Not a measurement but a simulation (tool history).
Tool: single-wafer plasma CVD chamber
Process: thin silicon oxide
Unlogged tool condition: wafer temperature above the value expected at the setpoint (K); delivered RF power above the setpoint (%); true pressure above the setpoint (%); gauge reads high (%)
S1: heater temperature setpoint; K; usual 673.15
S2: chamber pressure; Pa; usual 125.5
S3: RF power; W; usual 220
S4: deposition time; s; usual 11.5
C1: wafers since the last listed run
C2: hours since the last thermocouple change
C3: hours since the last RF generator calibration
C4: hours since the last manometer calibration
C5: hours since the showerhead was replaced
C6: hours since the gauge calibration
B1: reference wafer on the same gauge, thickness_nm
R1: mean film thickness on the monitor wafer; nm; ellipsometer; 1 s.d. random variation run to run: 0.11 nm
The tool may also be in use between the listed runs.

Run 1, hour 0: usual settings; C1 0; C2 2705.4; C3 1292.8; C4 1728; C5 3915.3; C6 211.6; B1 23.814. Result: R1 21.603 nm.
At hour 29.7: gauge calibrated.
Run 2, hour 31.3: usual settings; C1 614; C2 2736.7; C3 1324.1; C4 1759.3; C5 3946.6; C6 1.6; B1 23.808. Result: R1 22 nm.
Run 3, hour 51.5: usual settings but S4 12.1 s; C1 396; C2 2756.9; C3 1344.3; C4 1779.5; C5 3966.8; C6 21.8; B1 23.8. Result: R1 22.878 nm.
Run 4, hour 85.1: usual settings but S3 195 W, S4 10.1 s; C1 659; C2 2790.5; C3 1377.9; C4 1813.1; C5 4000.4; C6 55.4; B1 23.794. Result: R1 18.362 nm.
Run 5, hour 111.5: usual settings; C1 518; C2 2816.9; C3 1404.3; C4 1839.5; C5 4026.8; C6 81.8; B1 23.792. Result: R1 21.782 nm.
Run 6, hour 125.2: usual settings; C1 268; C2 2830.6; C3 1418; C4 1853.2; C5 4040.5; C6 95.5; B1 23.773. Result: R1 21.84 nm.
At hour 135.8: showerhead replaced.
Run 7, hour 151.6: usual settings; C1 361; C2 2857; C3 1444.4; C4 1879.6; C5 15.8; C6 121.9; B1 23.795. Result: R1 21.682 nm.
At hour 162.9: thermocouple changed; heater temperature recalibrated.
Run 8, hour 180.8: usual settings but S2 140.8 Pa; C1 416; C2 17.9; C3 1473.6; C4 1908.8; C5 45; C6 151.1; B1 23.835. Result: R1 23.145 nm.
At hour 205.2: capacitance manometer re-zeroed and calibrated.
At hour 217.1: RF generator calibrated.
Run 9, hour 217.6: usual settings but S1 680.15 K, S2 110.1 Pa, S3 245 W; C1 408; C2 54.7; C3 0.5; C4 12.4; C5 81.8; C6 187.9; B1 23.802. Result: R1 20.841 nm.
Run 10, hour 223.4: usual settings but S1 678.15 K, S3 195 W, S4 13.5 s; C1 113; C2 60.5; C3 6.3; C4 18.2; C5 87.6; C6 193.7; B1 23.804. Result: R1 24.5 nm.
Run 11, hour 251.7: usual settings but S1 679.15 K, S2 104.9 Pa, S3 195 W, S4 10.5 s; C1 555; C2 88.8; C3 34.6; C4 46.5; C5 115.9; C6 222; B1 23.791. Result: R1 17.265 nm.
Run 12, hour 278.7: usual settings but S1 685.15 K, S3 245 W; C1 529; C2 115.8; C3 61.6; C4 73.5; C5 142.9; C6 249; B1 23.788. Result: R1 22.499 nm.
Run 13, hour 304.5: usual settings but S1 679.15 K; C1 506; C2 141.6; C3 87.4; C4 99.3; C5 168.7; C6 274.8; B1 23.783. Result: R1 21.697 nm.
At hour 314.6: gauge calibrated.
Run 14, hour 376.7: usual settings but S4 9.4 s; C1 1417; C2 213.8; C3 159.6; C4 171.5; C5 240.9; C6 62.1; B1 23.776. Result: R1 17.832 nm.

The next listed run, before its measurement:
Run 15, hour 393.4: usual settings; C1 327; C2 230.5; C3 176.3; C4 188.2; C5 257.6; C6 78.8; B1 ?. Result: R1 ?.

B1: 23.803
R1: 21.671 nm
Take away the tool's hidden state, keep the run-to-run variation as it was, and the same run would have given R1 21.671 nm.

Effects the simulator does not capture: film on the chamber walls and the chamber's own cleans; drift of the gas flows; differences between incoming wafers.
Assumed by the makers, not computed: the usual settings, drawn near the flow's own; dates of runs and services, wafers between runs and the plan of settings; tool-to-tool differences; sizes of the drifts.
